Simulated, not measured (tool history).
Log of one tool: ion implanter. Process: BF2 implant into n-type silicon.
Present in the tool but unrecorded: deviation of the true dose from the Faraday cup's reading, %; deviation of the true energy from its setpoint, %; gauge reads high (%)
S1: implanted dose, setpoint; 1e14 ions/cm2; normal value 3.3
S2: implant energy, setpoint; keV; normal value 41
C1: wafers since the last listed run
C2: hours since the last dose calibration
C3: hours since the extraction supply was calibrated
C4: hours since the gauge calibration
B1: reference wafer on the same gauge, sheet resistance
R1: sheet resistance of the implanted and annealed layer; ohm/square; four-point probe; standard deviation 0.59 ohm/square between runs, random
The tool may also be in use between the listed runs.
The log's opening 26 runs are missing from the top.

run	hour	S1	S2	C1	C2	C3	C4	B1	R1
27	2343.3	3.3	41	927	1491.9	903.2	778.7	422.09	385.09
28	2385.6	3.3	35.5	949	1534.2	945.5	821	421.91	389.19
29	2487.2	4.22	41	2280	1635.8	1047.1	922.6	422.01	307.96
30	2554.6	3.8	41	1512	1703.2	1114.5	990	422.24	338.81
# hour 2582.9: Faraday cup replaced and dose calibrated
31	2593.5	3.3	47	693	10.6	1153.4	1028.9	422.01	386.23
32	2696	3.77	53	2300	113.1	1255.9	1131.4	422.01	337.74
33	2737.2	3.3	41	924	154.3	1297.1	1172.6	421.96	388.93
34	2843.3	2.97	50.5	2381	260.4	1403.2	1278.7	422.22	417.57

The next listed run, before its measurement:
35	2881.4	3.67	47	855	298.5	1441.3	1316.8	?	?

{"run 35": {"B1": 421.99, "R1": 348.81}}
Without the tool's hidden state the same run would have given R1 351.09 ohm/square.

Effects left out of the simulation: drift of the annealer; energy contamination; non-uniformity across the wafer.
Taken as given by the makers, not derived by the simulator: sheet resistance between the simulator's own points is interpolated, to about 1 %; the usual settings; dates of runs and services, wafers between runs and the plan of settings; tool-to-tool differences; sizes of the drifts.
